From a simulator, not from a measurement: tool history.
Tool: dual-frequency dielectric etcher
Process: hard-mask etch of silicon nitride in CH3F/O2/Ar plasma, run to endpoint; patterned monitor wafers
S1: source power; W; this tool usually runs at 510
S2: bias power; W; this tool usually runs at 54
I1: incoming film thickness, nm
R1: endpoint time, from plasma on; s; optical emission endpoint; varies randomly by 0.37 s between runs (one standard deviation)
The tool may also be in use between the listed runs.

run,hour,S1,S2,I1,R1
1,0,510,50,44.59,62.8
2,8.8,510,50,45.03,63.9
3,20.6,510,54,44.81,60.6
4,30.1,510,54,44.5,60.4
5,81.7,510,54,44.31,60.9
6,96.4,560,54,44.94,59.1
7,113,560,54,44.87,59.4
8,122.4,510,54,44.54,61.5
9,139.6,510,54,45.36,62.4
10,152.9,510,63,45.29,58.2
# hour 187.8: upper electrode replaced
11,188.3,510,63,44.52,57.8
12,188.6,510,54,44.67,61.2
13,195.3,510,54,45.56,62.5
14,206,510,54,45.13,62.7
15,214.9,510,54,45.41,62.4
16,226.2,570,66,45.22,54.8
17,237.5,440,42,44.63,74.4
# hour 248.2: source power generator calibrated
18,271.4,380,40,45.16,84.6
19,281.2,510,54,45.4,63.4
20,296,510,63,45.45,59.1
# hour 320.8: wet clean of the chamber
21,321.3,610,67,44.82,52.9
22,321.6,600,44,44.98,65.5
# hour 348.9: bias power generator calibrated
23,374.1,510,47,44.62,69.3
24,384.7,510,54,44.97,65.6
25,396.6,450,41,44.8,79
# hour 428.9: wet clean of the chamber, repeated, since the last time left the tool worse
26,429.4,440,49,44.8,67.9
27,429.8,510,54,44.19,59.6
28,433.9,460,58,45.11,62.6
29,446.4,450,66,44.98,59.4
30,464.2,450,61,44.59,60.7

What if the next run were any one of these 5? Each begins from the tool's condition after run 30:
A,464.6,510,54,44.8,?
B,464.6,620,58,44.8,?
C,464.6,630,66,44.8,?
D,464.6,390,40,44.8,?
E,464.6,440,67,44.8,?

run,R1
A,61.1
B,53.8
C,50.4
D,81
E,59.7
With the hidden condition removed and each run's random variation left untouched, the same runs would have given:
run,R1
A,60.9
B,53.6
C,50.2
D,80.7
E,59.5

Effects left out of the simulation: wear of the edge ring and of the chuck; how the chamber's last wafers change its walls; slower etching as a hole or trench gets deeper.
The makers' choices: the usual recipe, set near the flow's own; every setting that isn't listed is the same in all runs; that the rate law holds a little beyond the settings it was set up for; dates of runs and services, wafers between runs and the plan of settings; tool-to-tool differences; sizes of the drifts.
